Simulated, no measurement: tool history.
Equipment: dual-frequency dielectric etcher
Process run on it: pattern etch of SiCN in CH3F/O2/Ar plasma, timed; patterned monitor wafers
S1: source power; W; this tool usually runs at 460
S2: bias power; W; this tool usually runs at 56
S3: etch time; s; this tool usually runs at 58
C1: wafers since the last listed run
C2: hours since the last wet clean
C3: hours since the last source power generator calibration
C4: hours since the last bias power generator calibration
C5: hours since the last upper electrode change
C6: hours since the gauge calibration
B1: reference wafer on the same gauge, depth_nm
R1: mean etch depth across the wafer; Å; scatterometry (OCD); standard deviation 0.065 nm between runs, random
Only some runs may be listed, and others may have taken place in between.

run 1 hour=0 | S1=460 S2=56 S3=58 | C1=0 C2=564.7 C3=3461.2 C4=1646.7 C5=3616.2 C6=767.6 | B1=21.92 | R1=228.5
-- hour=37.7 wet clean of the chamber
-- hour=52.4 upper electrode replaced
run 2 hour=52.9 | S1=510 S2=56 S3=58 | C1=114 C2=15.2 C3=3514.1 C4=1699.6 C5=0.5 C6=820.5 | B1=21.88 | R1=230
run 3 hour=63.7 | S1=460 S2=56 S3=53 | C1=87 C2=26 C3=3524.9 C4=1710.4 C5=11.3 C6=831.3 | B1=21.9 | R1=200.1
run 4 hour=98.5 | S1=460 S2=56 S3=58 | C1=280 C2=60.8 C3=3559.7 C4=1745.2 C5=46.1 C6=866.1 | B1=21.89 | R1=219.5
run 5 hour=110.9 | S1=460 S2=56 S3=58 | C1=99 C2=73.2 C3=3572.1 C4=1757.6 C5=58.5 C6=878.5 | B1=21.89 | R1=219.2
-- hour=131.8 bias power generator calibrated
run 6 hour=140.6 | S1=460 S2=56 S3=58 | C1=207 C2=102.9 C3=3601.8 C4=8.8 C5=88.2 C6=908.2 | B1=21.91 | R1=218.9
run 7 hour=157.8 | S1=460 S2=56 S3=58 | C1=138 C2=120.1 C3=3619 C4=26 C5=105.4 C6=925.4 | B1=21.91 | R1=217.6
run 8 hour=189.5 | S1=460 S2=56 S3=58 | C1=255 C2=151.8 C3=3650.7 C4=57.7 C5=137.1 C6=957.1 | B1=21.91 | R1=218.1
run 9 hour=204.9 | S1=460 S2=67 S3=45.5 | C1=124 C2=167.2 C3=3666.1 C4=73.1 C5=152.5 C6=972.5 | B1=21.9 | R1=187.2
run 10 hour=221.7 | S1=460 S2=56 S3=41 | C1=135 C2=184 C3=3682.9 C4=89.9 C5=169.3 C6=989.3 | B1=21.91 | R1=155.6
run 11 hour=257.4 | S1=460 S2=56 S3=58 | C1=287 C2=219.7 C3=3718.6 C4=125.6 C5=205 C6=1025 | B1=21.92 | R1=220.1
run 12 hour=293.1 | S1=460 S2=49 S3=58 | C1=287 C2=255.4 C3=3754.3 C4=161.3 C5=240.7 C6=1060.7 | B1=21.88 | R1=207.4
run 13 hour=322.2 | S1=460 S2=56 S3=58 | C1=234 C2=284.5 C3=3783.4 C4=190.4 C5=269.8 C6=1089.8 | B1=21.91 | R1=221.3
run 14 hour=344.7 | S1=460 S2=56 S3=58 | C1=181 C2=307 C3=3805.9 C4=212.9 C5=292.3 C6=1112.3 | B1=21.9 | R1=222.6
-- hour=371.4 gauge calibrated
run 15 hour=379.7 | S1=460 S2=56 S3=68.5 | C1=282 C2=342 C3=3840.9 C4=247.9 C5=327.3 C6=8.3 | B1=21.9 | R1=264.2
run 16 hour=402.7 | S1=580 S2=52 S3=48.5 | C1=185 C2=365 C3=3863.9 C4=270.9 C5=350.3 C6=31.3 | B1=21.9 | R1=200.3
run 17 hour=418.6 | S1=430 S2=69 S3=64 | C1=128 C2=380.9 C3=3879.8 C4=286.8 C5=366.2 C6=47.2 | B1=21.88 | R1=264.7
run 18 hour=444.9 | S1=550 S2=52 S3=68 | C1=211 C2=407.2 C3=3906.1 C4=313.1 C5=392.5 C6=73.5 | B1=21.91 | R1=274.4
run 19 hour=477.7 | S1=460 S2=56 S3=58 | C1=264 C2=440 C3=3938.9 C4=345.9 C5=425.3 C6=106.3 | B1=21.9 | R1=223.6
run 20 hour=512.5 | S1=460 S2=56 S3=58 | C1=280 C2=474.8 C3=3973.7 C4=380.7 C5=460.1 C6=141.1 | B1=21.91 | R1=225
run 21 hour=536.8 | S1=460 S2=56 S3=58 | C1=195 C2=499.1 C3=3998 C4=405 C5=484.4 C6=165.4 | B1=21.92 | R1=224.8
-- hour=548.2 source power generator calibrated
-- hour=639.5 wet clean of the chamber
run 22 hour=641.3 | S1=430 S2=56 S3=65 | C1=616 C2=1.8 C3=93.1 C4=509.5 C5=588.9 C6=269.9 | B1=21.91 | R1=239.5
run 23 hour=716.5 | S1=430 S2=56 S3=58 | C1=606 C2=77 C3=168.3 C4=584.7 C5=664.1 C6=345.1 | B1=21.9 | R1=215.3
run 24 hour=741.9 | S1=410 S2=47 S3=41.5 | C1=204 C2=102.4 C3=193.7 C4=610.1 C5=689.5 C6=370.5 | B1=21.92 | R1=138.3
run 25 hour=764.8 | S1=510 S2=66 S3=72.5 | C1=184 C2=125.3 C3=216.6 C4=633 C5=712.4 C6=393.4 | B1=21.9 | R1=314.8
run 26 hour=784.1 | S1=460 S2=52 S3=58 | C1=155 C2=144.6 C3=235.9 C4=652.3 C5=731.7 C6=412.7 | B1=21.9 | R1=214.5
run 27 hour=818.5 | S1=510 S2=47 S3=71 | C1=277 C2=179 C3=270.3 C4=686.7 C5=766.1 C6=447.1 | B1=21.91 | R1=262.7
run 28 hour=830.7 | S1=350 S2=56 S3=58 | C1=98 C2=191.2 C3=282.5 C4=698.9 C5=778.3 C6=459.3 | B1=21.91 | R1=196.4
run 29 hour=858.2 | S1=390 S2=56 S3=75.5 | C1=221 C2=218.7 C3=310 C4=726.4 C5=805.8 C6=486.8 | B1=21.93 | R1=270.6

Here are 5 independent what-if runs from the current tool condition. What would each one return?
run A hour=858.6 | S1=460 S2=56 S3=58 | C1=3 C2=219.1 C3=310.4 C4=726.8 C5=806.2 C6=487.2 | B1=? | R1=?
run B hour=858.6 | S1=530 S2=64 S3=63 | C1=3 C2=219.1 C3=310.4 C4=726.8 C5=806.2 C6=487.2 | B1=? | R1=?
run C hour=858.6 | S1=390 S2=62 S3=75 | C1=3 C2=219.1 C3=310.4 C4=726.8 C5=806.2 C6=487.2 | B1=? | R1=?
run D hour=858.6 | S1=500 S2=64 S3=42.5 | C1=3 C2=219.1 C3=310.4 C4=726.8 C5=806.2 C6=487.2 | B1=? | R1=?
run E hour=858.6 | S1=490 S2=44 S3=70.5 | C1=3 C2=219.1 C3=310.4 C4=726.8 C5=806.2 C6=487.2 | B1=? | R1=?

run=A B1=21.89 R1=222.2
run=B B1=21.89 R1=273.9
run=C B1=21.89 R1=280.1
run=D B1=21.89 R1=180.1
run=E B1=21.89 R1=247.1
The same runs, with their run-to-run variation unchanged, on a tool lacking any hidden condition would have given:
run=A R1=215.6
run=B R1=265.6
run=C R1=271.5
run=D R1=174.6
run=E R1=240.1

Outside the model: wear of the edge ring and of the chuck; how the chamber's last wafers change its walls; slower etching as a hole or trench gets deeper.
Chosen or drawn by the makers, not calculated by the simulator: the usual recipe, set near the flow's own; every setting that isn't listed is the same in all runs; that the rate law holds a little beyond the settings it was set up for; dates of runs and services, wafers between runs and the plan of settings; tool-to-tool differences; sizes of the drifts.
